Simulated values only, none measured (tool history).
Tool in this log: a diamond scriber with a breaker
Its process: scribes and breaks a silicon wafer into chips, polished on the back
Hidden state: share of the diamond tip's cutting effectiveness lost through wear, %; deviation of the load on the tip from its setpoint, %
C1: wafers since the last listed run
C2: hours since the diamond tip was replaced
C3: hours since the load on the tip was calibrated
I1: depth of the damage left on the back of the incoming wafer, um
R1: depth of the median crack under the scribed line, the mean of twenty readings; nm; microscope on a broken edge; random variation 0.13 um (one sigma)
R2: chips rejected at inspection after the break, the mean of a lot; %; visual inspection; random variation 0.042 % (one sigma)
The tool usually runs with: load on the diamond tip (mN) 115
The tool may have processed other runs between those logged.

{"run": 1, "day": 0.0, "load on the diamond tip (mN)": 115, "C1": 0, "C2": 76.3, "C3": 1247.8, "I1": 0.04, "R1": 11030, "R2": 1}
{"run": 2, "day": 1.192, "load on the diamond tip (mN)": 115, "C1": 46, "C2": 104.9, "C3": 1276.4, "I1": 0.04, "R1": 10980, "R2": 1.02}
{"run": 3, "day": 2.608, "load on the diamond tip (mN)": 115, "C1": 55, "C2": 138.9, "C3": 1310.4, "I1": 0.03, "R1": 11110, "R2": 0.97}
{"run": 4, "day": 3.729, "load on the diamond tip (mN)": 106, "C1": 44, "C2": 165.8, "C3": 1337.3, "I1": 0.04, "R1": 10220, "R2": 2.09}
{"run": 5, "day": 4.342, "load on the diamond tip (mN)": 106, "C1": 24, "C2": 180.5, "C3": 1352, "I1": 0.01, "R1": 10560, "R2": 2.02}
{"run": 6, "day": 5.683, "load on the diamond tip (mN)": 115, "C1": 52, "C2": 212.7, "C3": 1384.2, "I1": 0.01, "R1": 10870, "R2": 0.98}
{"run": 7, "day": 6.392, "load on the diamond tip (mN)": 115, "C1": 27, "C2": 229.7, "C3": 1401.2, "I1": 0.03, "R1": 11160, "R2": 1.04}
{"run": 8, "day": 7.296, "load on the diamond tip (mN)": 115, "C1": 35, "C2": 251.4, "C3": 1422.9, "I1": 0.01, "R1": 10860, "R2": 0.96}
{"run": 9, "day": 8.088, "load on the diamond tip (mN)": 115, "C1": 31, "C2": 270.4, "C3": 1441.9, "I1": 0.02, "R1": 11170, "R2": 1.03}
{"run": 10, "day": 8.758, "load on the diamond tip (mN)": 143, "C1": 26, "C2": 286.5, "C3": 1458, "I1": 0.03, "R1": 13100, "R2": 8.38}
{"run": 11, "day": 9.933, "load on the diamond tip (mN)": 100, "C1": 46, "C2": 314.7, "C3": 1486.2, "I1": 0.03, "R1": 9760, "R2": 4.27}
{"run": 12, "day": 13.538, "load on the diamond tip (mN)": 100, "C1": 142, "C2": 401.2, "C3": 1572.7, "I1": 0.04, "R1": 9850, "R2": 4.28}
{"run": 13, "day": 14.062, "load on the diamond tip (mN)": 115, "C1": 20, "C2": 413.8, "C3": 1585.3, "I1": 0.02, "R1": 10950, "R2": 0.98}
{"run": 14, "day": 14.875, "load on the diamond tip (mN)": 132, "C1": 32, "C2": 433.3, "C3": 1604.8, "I1": 0.02, "R1": 12420, "R2": 4.21}
{"day": 15.596, "done": "load on the tip recalibrated"}
{"day": 16.883, "done": "diamond tip replaced by a new one"}
{"run": 15, "day": 17.846, "load on the diamond tip (mN)": 140, "C1": 110, "C2": 23.1, "C3": 54, "I1": 0.02, "R1": 12680, "R2": 7.39}
{"run": 16, "day": 18.704, "load on the diamond tip (mN)": 97, "C1": 33, "C2": 43.7, "C3": 74.6, "I1": 0.01, "R1": 9600, "R2": 5.45}
{"run": 17, "day": 19.804, "load on the diamond tip (mN)": 115, "C1": 43, "C2": 70.1, "C3": 101, "I1": 0.03, "R1": 11060, "R2": 0.93}
{"run": 18, "day": 20.388, "load on the diamond tip (mN)": 142, "C1": 22, "C2": 84.1, "C3": 115, "I1": 0.03, "R1": 12860, "R2": 7.6}
{"run": 19, "day": 21.579, "load on the diamond tip (mN)": 138, "C1": 46, "C2": 112.7, "C3": 143.6, "I1": 0.03, "R1": 12870, "R2": 6.47}

The tool's hidden state at each run:
share of the diamond tip's cutting effectiveness lost through wear, %: 0 across all the runs
deviation of the load on the tip from its setpoint, %: 0 across all the runs

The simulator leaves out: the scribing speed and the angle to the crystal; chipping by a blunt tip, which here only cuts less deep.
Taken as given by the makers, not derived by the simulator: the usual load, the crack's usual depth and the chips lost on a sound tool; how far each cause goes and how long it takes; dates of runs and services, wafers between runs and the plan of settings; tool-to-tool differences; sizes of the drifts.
